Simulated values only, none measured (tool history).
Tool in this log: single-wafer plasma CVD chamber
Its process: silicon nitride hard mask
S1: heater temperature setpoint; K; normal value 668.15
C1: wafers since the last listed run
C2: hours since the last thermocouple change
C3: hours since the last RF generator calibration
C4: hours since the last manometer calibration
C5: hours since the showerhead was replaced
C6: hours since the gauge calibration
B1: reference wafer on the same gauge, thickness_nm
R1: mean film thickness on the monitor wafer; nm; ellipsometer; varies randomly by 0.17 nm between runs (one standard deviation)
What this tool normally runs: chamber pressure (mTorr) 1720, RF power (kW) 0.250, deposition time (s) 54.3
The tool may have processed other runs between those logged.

Run 1, hour 0.0: usual settings; C1 0; C2 2139.1; C3 2206.3; C4 2401.4; C5 3911.6; C6 475.9; B1 59.010. Result: R1 60.018 nm.
At hour 6.2: gauge calibrated.
Run 2, hour 62.9: usual settings but chamber pressure (mTorr) 1860; C1 1643; C2 2202.0; C3 2269.2; C4 2464.3; C5 3974.5; C6 56.7; B1 59.095. Result: R1 61.032 nm.
Run 3, hour 112.2: usual settings but chamber pressure (mTorr) 1460; C1 1287; C2 2251.3; C3 2318.5; C4 2513.6; C5 4023.8; C6 106.0; B1 59.008. Result: R1 56.918 nm.
Run 4, hour 158.1: usual settings; C1 1198; C2 2297.2; C3 2364.4; C4 2559.5; C5 4069.7; C6 151.9; B1 59.046. Result: R1 59.553 nm.
Run 5, hour 305.1: usual settings; C1 3839; C2 2444.2; C3 2511.4; C4 2706.5; C5 4216.7; C6 298.9; B1 59.080. Result: R1 59.174 nm.
At hour 336.5: thermocouple changed; heater temperature recalibrated.
Run 6, hour 373.5: usual settings; C1 1577; C2 37.0; C3 2579.8; C4 2774.9; C5 4285.1; C6 367.3; B1 59.028. Result: R1 59.227 nm.
Run 7, hour 437.9: usual settings; C1 1682; C2 101.4; C3 2644.2; C4 2839.3; C5 4349.5; C6 431.7; B1 58.962. Result: R1 58.955 nm.
At hour 452.7: showerhead replaced.
At hour 454.5: capacitance manometer re-zeroed and calibrated.
Run 8, hour 476.8: usual settings; C1 758; C2 140.3; C3 2683.1; C4 22.3; C5 24.1; C6 470.6; B1 58.993. Result: R1 58.700 nm.
Run 9, hour 504.6: usual settings but chamber pressure (mTorr) 1440, RF power (kW) 0.235; C1 726; C2 168.1; C3 2710.9; C4 50.1; C5 51.9; C6 498.4; B1 58.982. Result: R1 54.041 nm.
At hour 521.2: RF generator calibrated.
At hour 548.7: gauge calibrated.
Run 10, hour 572.4: usual settings but deposition time (s) 64.5; C1 1562; C2 235.9; C3 51.2; C4 117.9; C5 119.7; C6 23.7; B1 59.039. Result: R1 73.341 nm.
Run 11, hour 607.2: usual settings; C1 909; C2 270.7; C3 86.0; C4 152.7; C5 154.5; C6 58.5; B1 58.994. Result: R1 62.016 nm.
Run 12, hour 646.1: usual settings but RF power (kW) 0.205, deposition time (s) 60.1; C1 1016; C2 309.6; C3 124.9; C4 191.6; C5 193.4; C6 97.4; B1 59.043. Result: R1 61.962 nm.
Run 13, hour 712.2: usual settings; C1 1726; C2 375.7; C3 191.0; C4 257.7; C5 259.5; C6 163.5; B1 59.001. Result: R1 61.845 nm.
Run 14, hour 772.7: usual settings but S1 678.15 K, chamber pressure (mTorr) 1470, RF power (kW) 0.270, deposition time (s) 58.6; C1 1580; C2 436.2; C3 251.5; C4 318.2; C5 320.0; C6 224.0; B1 58.997. Result: R1 66.223 nm.
Run 15, hour 844.2: usual settings but deposition time (s) 47.2; C1 1867; C2 507.7; C3 323.0; C4 389.7; C5 391.5; C6 295.5; B1 59.006. Result: R1 53.613 nm.
Run 16, hour 900.4: usual settings but S1 674.15 K, chamber pressure (mTorr) 1390, RF power (kW) 0.265, deposition time (s) 64.4; C1 1468; C2 563.9; C3 379.2; C4 445.9; C5 447.7; C6 351.7; B1 58.958. Result: R1 70.586 nm.

For some of the steps in R1 from one run to the next: how much would appear even if the tool had no hidden state, given the settings, what came in and random variation, and how much remains for the hidden state plus any gauge scatter that the measured result and the result without hidden state don't share?
Unlogged tool condition in this case: wafer temperature above the value expected at the setpoint (K); delivered RF power above the setpoint (%); true pressure above the setpoint (%); gauge reads high (%).
Run 9 -> 10: chamber pressure (mTorr) 1440 -> 1720, RF power (kW) 0.235 -> 0.250, deposition time (s) 54.3 -> 64.5, RF generator calibrated, gauge calibrated. R1 +19.300 nm: hidden state +2.777, all else +16.523.

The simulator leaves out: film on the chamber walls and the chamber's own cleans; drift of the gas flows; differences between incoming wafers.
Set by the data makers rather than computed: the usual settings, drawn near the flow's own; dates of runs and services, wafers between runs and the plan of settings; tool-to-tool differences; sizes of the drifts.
